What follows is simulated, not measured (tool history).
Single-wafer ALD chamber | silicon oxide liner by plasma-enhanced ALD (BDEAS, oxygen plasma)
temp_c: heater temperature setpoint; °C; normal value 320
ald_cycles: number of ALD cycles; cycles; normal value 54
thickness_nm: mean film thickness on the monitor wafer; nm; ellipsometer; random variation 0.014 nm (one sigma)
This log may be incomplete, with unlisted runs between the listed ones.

run,hour,temp_c,ald_cycles,"read-back reference wafer on the same gauge, thickness_nm",thickness_nm
1,0.0,320,54,5.910,5.598
2,80.8,320,54,5.915,5.602
3,145.9,320,54,5.911,5.625
4,195.1,320,54,5.909,5.617
5,349.8,320,47,5.901,4.896
6,406.8,320,47,5.910,4.877
7,504.4,320,54,5.906,5.619
8,820.6,320,54,5.914,5.619
9,909.5,320,54,5.907,5.649
10,948.3,320,54,5.908,5.633
11,1044.1,320,54,5.914,5.654
12,1311.7,313,61,5.907,6.413
13,1401.9,313,61,5.908,6.451
14,1464.3,313,61,5.905,6.443
15,1553.0,310,54,5.907,5.684
16,1631.7,310,54,5.910,5.710
17,1724.5,310,54,5.910,5.689
18,1815.1,320,54,5.909,5.597
19,1911.0,320,54,5.917,5.589
20,1956.7,320,57,5.912,5.912
21,2002.9,320,57,5.914,5.895
22,2104.7,328,61,5.905,6.249
23,2203.9,311,54,5.904,5.676
24,2264.9,325,44,5.911,4.536
25,2368.9,306,50,5.911,5.314
26,2427.8,312,46,5.909,4.838
27,2470.3,332,47,5.907,4.779
28,2541.1,326,62,5.912,6.371
29,2598.4,309,54,5.911,5.697
30,2650.3,306,54,5.913,5.730
31,2971.7,313,54,5.911,5.709
32,3073.0,315,61,5.913,6.400
33,3130.6,320,54,5.909,5.623
34,3209.9,310,45,5.909,4.766
35,3313.1,320,46,5.913,4.778
36,3400.8,310,47,5.910,4.952
37,3445.5,331,54,5.908,5.518
38,3538.9,310,64,5.909,6.770
39,3576.2,320,54,5.903,5.611
40,3617.0,334,59,5.908,6.028
41,3707.6,320,54,5.907,5.635
42,3759.9,320,54,5.908,5.640

Withheld: 2 entries from between the runs. Position of each, and hidden state at the listed run before versus the listed run after:
In the gap between runs 14 and 15: thermocouple changed; heater temperature recalibrated (hour 1494.9)
  wafer temperature above the value expected at the setpoint (K): -5.97 -> 0.0172
  measured value less the no-hidden-state value, thickness_nm: +0.056 -> +0.000 nm
In the gap between runs 21 and 22: gauge calibrated (hour 2064.4)
  wafer temperature above the value expected at the setpoint (K): -0.929 -> -1.14
  measured value less the no-hidden-state value, thickness_nm: +0.008 -> +0.011 nm
